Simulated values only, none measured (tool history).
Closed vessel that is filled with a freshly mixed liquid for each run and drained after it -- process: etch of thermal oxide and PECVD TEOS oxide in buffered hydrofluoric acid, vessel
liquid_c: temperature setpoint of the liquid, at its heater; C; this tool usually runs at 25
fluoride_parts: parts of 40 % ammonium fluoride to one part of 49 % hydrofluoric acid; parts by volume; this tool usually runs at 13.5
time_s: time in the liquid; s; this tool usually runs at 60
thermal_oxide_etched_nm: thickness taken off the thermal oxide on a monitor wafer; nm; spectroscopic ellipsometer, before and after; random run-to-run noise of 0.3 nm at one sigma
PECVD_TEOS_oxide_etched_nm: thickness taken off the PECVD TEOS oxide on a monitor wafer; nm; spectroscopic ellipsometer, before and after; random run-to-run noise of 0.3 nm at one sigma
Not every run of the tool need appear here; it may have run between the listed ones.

run   hour  liquid_c  fluoride_parts  time_s  wafers since the last listed run  hours since the thermometer was replaced  hours since the hydrofluoric acid flow meter was replaced  hours since the gauge calibration  read-back film thickness of the thermal oxide reference wafer, read on the same gauge (nm)  read-back film thickness of the PECVD TEOS oxide reference wafer, read on the same gauge (nm)  thermal_oxide_etched_nm  PECVD_TEOS_oxide_etched_nm
  1      0        25            13.5      60                                 0                                    2223.3                                                       1274                              301.3                                                                                      120.02                                                                                          29.99                    46.58                        67.8
  2   15.6        25            13.5      60                              1625                                    2238.9                                                     1289.6                              316.9                                                                                      120.01                                                                                          30.02                    46.37                       67.93
  3   24.8        22            13.5      60                               958                                    2248.1                                                     1298.8                              326.1                                                                                         120                                                                                          29.97                    39.84                       57.75
  4   46.2        22            13.5      60                              2230                                    2269.5                                                     1320.2                              347.5                                                                                      119.96                                                                                          30.02                    39.58                       56.97
  5   56.6        25            13.5      60                              1083                                    2279.9                                                     1330.6                              357.9                                                                                      119.99                                                                                          30.02                    46.51                       67.08
  6   63.7        25            13.5      60                               739                                      2287                                                     1337.7                                365                                                                                      119.97                                                                                          30.04                    46.78                       67.31
      67.4  -- hydrofluoric acid flow meter replaced
  7   71.6        25            13.5      60                               719                                    2294.9                                                        4.2                              372.9                                                                                      119.97                                                                                             30                    42.96                       61.58
      73.1  -- thermometer replaced
  8   84.3        25            13.5      60                              1219                                      11.2                                                       16.9                              385.6                                                                                         120                                                                                          30.01                    42.29                       61.54
  9   93.9        25            13.5      60                              1000                                      20.8                                                       26.5                              395.2                                                                                      120.01                                                                                          30.07                    42.41                        61.5
 10  110.7        25            13.5      75                              1750                                      37.6                                                       43.3                                412                                                                                      119.98                                                                                          29.98                    53.26                       77.43
 11  116.8        21            13.5      60                               635                                      43.7                                                       49.4                              418.1                                                                                      119.98                                                                                             30                    34.42                       49.24
     119.3  -- gauge calibrated
     123.1  -- hydrofluoric acid flow meter replaced, repeated, since the last time left the tool worse
 12  125.5        25            13.5      60                               802                                      52.4                                                        2.4                                6.2                                                                                      119.97                                                                                          29.98                    49.32                       71.45
 13  135.9      29.5             9.5      75                              1083                                      62.8                                                       12.8                               16.6                                                                                      120.01                                                                                          29.98                   108.78                      158.01
 14  143.5        25            13.5      60                               792                                      70.4                                                       20.4                               24.2                                                                                      120.02                                                                                          30.04                     50.2                       71.73
 15  158.1        30            11.5      40                              1521                                        85                                                         35                               38.8                                                                                      120.02                                                                                          29.95                    50.76                       72.75
 16  173.8        25              11      70                              1636                                     100.7                                                       50.7                               54.5                                                                                      120.02                                                                                          30.05                    70.39                      102.26
 17  189.5        23            13.5      60                              1636                                     116.4                                                       66.4                               70.2                                                                                      120.04                                                                                             30                    44.32                       64.32
 18  202.4        27              17      40                              1344                                     129.3                                                       79.3                               83.1                                                                                      119.97                                                                                          29.98                    29.57                       42.01
 19  212.6        25              16      60                              1062                                     139.5                                                       89.5                               93.3                                                                                      119.99                                                                                          30.04                    41.59                       60.82
 20  229.2        23              16      40                              1729                                     156.1                                                      106.1                              109.9                                                                                      119.98                                                                                          30.01                    25.01                       36.34
 21  246.3        25            13.5      60                              1782                                     173.2                                                      123.2                                127                                                                                      120.01                                                                                          30.07                    49.76                       71.63
 22  261.4        28            13.5      85                              1573                                     188.3                                                      138.3                              142.1                                                                                         120                                                                                          30.04                    82.85                      118.47
 23  285.6        22             8.5      30                              2522                                     212.5                                                      162.5                              166.3                                                                                      120.02                                                                                          29.98                    31.55                       46.15
 24  292.8        25              11      60                               750                                     219.7                                                      169.7                              173.5                                                                                      119.99                                                                                          29.97                    60.14                       87.39
 25  305.8        25               9      60                              1354                                     232.7                                                      182.7                              186.5                                                                                      119.99                                                                                             30                    71.04                      102.95

5 options for the next run, each taken on its own from the tool as it stands now. Forecast them:
  A  306.5        25            13.5      60                                72                                     233.4                                                      183.4                              187.2                                                                                           ?                                                                                              ?                        ?                           ?
  B  306.5      22.5            11.5      95                                72                                     233.4                                                      183.4                              187.2                                                                                           ?                                                                                              ?                        ?                           ?
  C  306.5        25            18.5      90                                72                                     233.4                                                      183.4                              187.2                                                                                           ?                                                                                              ?                        ?                           ?
  D  306.5        22            13.5      70                                72                                     233.4                                                      183.4                              187.2                                                                                           ?                                                                                              ?                        ?                           ?
  E  306.5      27.5              12      50                                72                                     233.4                                                      183.4                              187.2                                                                                           ?                                                                                              ?                        ?                           ?

run  read-back film thickness of the thermal oxide reference wafer, read on the same gauge (nm)  read-back film thickness of the PECVD TEOS oxide reference wafer, read on the same gauge (nm)  thermal_oxide_etched_nm  PECVD_TEOS_oxide_etched_nm
  A                                                                                      120.01                                                                                          30.01                    48.95                       71.66
  B                                                                                      120.01                                                                                          30.01                    79.09                      115.79
  C                                                                                      120.01                                                                                          30.01                    53.86                       78.85
  D                                                                                      120.01                                                                                          30.01                    48.45                       70.93
  E                                                                                      120.01                                                                                          30.01                    52.37                       76.66
Take away the tool's hidden state, keep each run's random variation, and the runs would have read:
run  thermal_oxide_etched_nm  PECVD_TEOS_oxide_etched_nm
  A                    50.02                       73.23
  B                    80.81                      118.31
  C                    55.04                       80.58
  D                    49.51                       72.49
  E                     53.5                       78.33

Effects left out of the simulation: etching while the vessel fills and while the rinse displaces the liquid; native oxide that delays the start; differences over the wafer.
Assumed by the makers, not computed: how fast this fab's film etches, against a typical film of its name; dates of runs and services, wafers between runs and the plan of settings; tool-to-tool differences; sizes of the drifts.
